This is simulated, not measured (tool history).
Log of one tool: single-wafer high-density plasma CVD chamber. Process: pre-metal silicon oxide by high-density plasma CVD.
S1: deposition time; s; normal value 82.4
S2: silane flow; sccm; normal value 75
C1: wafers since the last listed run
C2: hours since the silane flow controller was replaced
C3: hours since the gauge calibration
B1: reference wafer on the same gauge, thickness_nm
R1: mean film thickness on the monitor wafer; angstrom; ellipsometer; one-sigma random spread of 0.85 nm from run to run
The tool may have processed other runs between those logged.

run 1 hour=0.0 | S1=90.0 S2=75 | C1=0 C2=3570.2 C3=119.2 | B1=624.920 | R1=5959.72
run 2 hour=9.2 | S1=82.4 S2=80 | C1=186 C2=3579.4 C3=128.4 | B1=624.938 | R1=5742.22
run 3 hour=24.4 | S1=90.7 S2=65 | C1=307 C2=3594.6 C3=143.6 | B1=625.023 | R1=5389.48
run 4 hour=33.8 | S1=90.7 S2=65 | C1=190 C2=3604.0 C3=153.0 | B1=624.892 | R1=5372.51
run 5 hour=45.8 | S1=90.7 S2=65 | C1=243 C2=3616.0 C3=165.0 | B1=624.395 | R1=5371.92
run 6 hour=57.3 | S1=82.4 S2=81 | C1=232 C2=3627.5 C3=176.5 | B1=624.867 | R1=5789.82
run 7 hour=66.8 | S1=82.4 S2=75 | C1=192 C2=3637.0 C3=186.0 | B1=624.766 | R1=5431.35
-- hour=109.9 silane flow controller replaced
run 8 hour=110.4 | S1=79.0 S2=75 | C1=721 C2=0.5 C3=229.6 | B1=625.150 | R1=5089.82
run 9 hour=125.0 | S1=79.0 S2=75 | C1=295 C2=15.1 C3=244.2 | B1=625.204 | R1=5096.25
run 10 hour=142.6 | S1=79.0 S2=75 | C1=356 C2=32.7 C3=261.8 | B1=625.277 | R1=5101.38
run 11 hour=155.7 | S1=82.4 S2=75 | C1=265 C2=45.8 C3=274.9 | B1=625.045 | R1=5318.93
run 12 hour=169.2 | S1=74.4 S2=78 | C1=273 C2=59.3 C3=288.4 | B1=625.254 | R1=4957.69
run 13 hour=182.3 | S1=82.4 S2=75 | C1=265 C2=72.4 C3=301.5 | B1=625.226 | R1=5338.37
-- hour=192.3 silane flow controller replaced, repeated, since the last time left the tool worse
run 14 hour=192.8 | S1=82.4 S2=75 | C1=50 C2=0.5 C3=312.0 | B1=624.878 | R1=5662.30
run 15 hour=205.2 | S1=72.2 S2=86 | C1=251 C2=12.9 C3=324.4 | B1=625.105 | R1=5548.65
run 16 hour=218.8 | S1=72.1 S2=79 | C1=275 C2=26.5 C3=338.0 | B1=624.962 | R1=5171.78
-- hour=220.0 gauge calibrated
run 17 hour=230.6 | S1=67.1 S2=89 | C1=239 C2=38.3 C3=10.6 | B1=624.974 | R1=5302.23
run 18 hour=238.8 | S1=92.3 S2=65 | C1=166 C2=46.5 C3=18.8 | B1=624.784 | R1=5694.57
run 19 hour=246.2 | S1=82.4 S2=86 | C1=149 C2=53.9 C3=26.2 | B1=624.811 | R1=6316.33
run 20 hour=254.6 | S1=79.0 S2=75 | C1=170 C2=62.3 C3=34.6 | B1=625.205 | R1=5439.31
run 21 hour=271.4 | S1=93.4 S2=68 | C1=340 C2=79.1 C3=51.4 | B1=625.075 | R1=5966.04
run 22 hour=286.2 | S1=88.8 S2=75 | C1=299 C2=93.9 C3=66.2 | B1=625.171 | R1=6097.74
run 23 hour=302.2 | S1=67.1 S2=89 | C1=324 C2=109.9 C3=82.2 | B1=625.206 | R1=5286.96
run 24 hour=310.2 | S1=77.0 S2=71 | C1=162 C2=117.9 C3=90.2 | B1=624.673 | R1=5077.06
run 25 hour=322.2 | S1=89.1 S2=75 | C1=243 C2=129.9 C3=102.2 | B1=625.155 | R1=6140.92
run 26 hour=338.5 | S1=74.7 S2=83 | C1=330 C2=146.2 C3=118.5 | B1=624.839 | R1=5566.20
run 27 hour=345.5 | S1=94.1 S2=88 | C1=141 C2=153.2 C3=125.5 | B1=625.004 | R1=7349.44
run 28 hour=359.3 | S1=67.5 S2=80 | C1=279 C2=167.0 C3=139.3 | B1=624.792 | R1=4880.25

Forecast each of these 4 alternatives for the next run:
run A hour=359.7 | S1=82.4 S2=75 | C1=8 C2=167.4 C3=139.7 | B1=? | R1=?
run B hour=359.7 | S1=66.5 S2=65 | C1=8 C2=167.4 C3=139.7 | B1=? | R1=?
run C hour=359.7 | S1=75.6 S2=61 | C1=8 C2=167.4 C3=139.7 | B1=? | R1=?
run D hour=359.7 | S1=82.4 S2=64 | C1=8 C2=167.4 C3=139.7 | B1=? | R1=?

run=A B1=625.367 R1=5663.18
run=B B1=625.367 R1=4094.58
run=C B1=625.367 R1=4438.51
run=D B1=625.367 R1=5014.62
Without the tool's hidden state the same runs would have given:
run=A R1=5662.59
run=B R1=4094.14
run=C R1=4438.04
run=D R1=5014.09
